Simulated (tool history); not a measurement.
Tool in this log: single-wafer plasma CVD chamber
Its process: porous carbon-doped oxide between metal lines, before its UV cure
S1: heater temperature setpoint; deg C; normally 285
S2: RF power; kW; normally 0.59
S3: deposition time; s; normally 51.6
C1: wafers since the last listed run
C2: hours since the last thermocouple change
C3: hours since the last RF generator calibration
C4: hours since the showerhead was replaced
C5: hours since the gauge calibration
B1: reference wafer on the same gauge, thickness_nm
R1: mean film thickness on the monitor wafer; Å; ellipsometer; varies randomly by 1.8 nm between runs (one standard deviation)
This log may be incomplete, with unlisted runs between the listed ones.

run 1 day=0 | S1=285 S2=0.59 S3=57.3 | C1=0 C2=1287.1 C3=803.6 C4=6182.9 C5=108.8 | B1=419.489 | R1=4066.47
run 2 day=1.429 | S1=285 S2=0.59 S3=57.3 | C1=537 C2=1321.4 C3=837.9 C4=6217.2 C5=143.1 | B1=419.369 | R1=4026.19
run 3 day=2.038 | S1=285 S2=0.59 S3=57.3 | C1=228 C2=1336 C3=852.5 C4=6231.8 C5=157.7 | B1=419.067 | R1=4052.13
run 4 day=2.779 | S1=285 S2=0.59 S3=51.6 | C1=278 C2=1353.8 C3=870.3 C4=6249.6 C5=175.5 | B1=419.563 | R1=3595.95
run 5 day=4.258 | S1=285 S2=0.59 S3=51.6 | C1=556 C2=1389.3 C3=905.8 C4=6285.1 C5=211 | B1=418.936 | R1=3651.14
run 6 day=5.488 | S1=285 S2=0.59 S3=48.1 | C1=462 C2=1418.8 C3=935.3 C4=6314.6 C5=240.5 | B1=419.352 | R1=3385.72
run 7 day=6.879 | S1=285 S2=0.59 S3=48.1 | C1=523 C2=1452.2 C3=968.7 C4=6348 C5=273.9 | B1=419.04 | R1=3351.04
run 8 day=7.504 | S1=285 S2=0.59 S3=48.1 | C1=235 C2=1467.2 C3=983.7 C4=6363 C5=288.9 | B1=419.088 | R1=3411.18
run 9 day=8.454 | S1=285 S2=0.52 S3=51.6 | C1=357 C2=1490 C3=1006.5 C4=6385.8 C5=311.7 | B1=418.234 | R1=3377.8
-- day=9.083 thermocouple changed; heater temperature recalibrated
run 10 day=9.467 | S1=285 S2=0.59 S3=51.6 | C1=255 C2=9.2 C3=1030.8 C4=6410.1 C5=336 | B1=419.001 | R1=3601.1
run 11 day=10.467 | S1=285 S2=0.59 S3=51.6 | C1=376 C2=33.2 C3=1054.8 C4=6434.1 C5=360 | B1=419.235 | R1=3648.47
run 12 day=11.425 | S1=285 S2=0.59 S3=51.6 | C1=360 C2=56.2 C3=1077.8 C4=6457.1 C5=383 | B1=419.614 | R1=3650.92
run 13 day=12.454 | S1=285 S2=0.635 S3=51.6 | C1=387 C2=80.9 C3=1102.5 C4=6481.8 C5=407.7 | B1=418.484 | R1=3787.58
run 14 day=13.325 | S1=285 S2=0.635 S3=51.6 | C1=327 C2=101.8 C3=1123.4 C4=6502.7 C5=428.6 | B1=418.721 | R1=3736.49
run 15 day=14.458 | S1=285 S2=0.59 S3=51.6 | C1=426 C2=129 C3=1150.6 C4=6529.9 C5=455.8 | B1=418.851 | R1=3639.37
-- day=15.033 RF generator calibrated
run 16 day=15.517 | S1=285 S2=0.59 S3=51.6 | C1=272 C2=154.4 C3=11.6 C4=6555.3 C5=481.2 | B1=418.991 | R1=3533.01

Run 17, settings as shown, results not yet in. Your forecast:
-- day=16.604 gauge calibrated
-- day=17.229 showerhead replaced
run 17 day=17.25 | S1=285 S2=0.59 S3=51.6 | C1=526 C2=196 C3=53.2 C4=0.5 C5=15.5 | B1=? | R1=?

{"run 17": {"B1": 419.4, "R1": 3541.47}}
Were there no unlogged condition in the tool, this run, its random variation unchanged, would have produced R1 3753.34 Å.
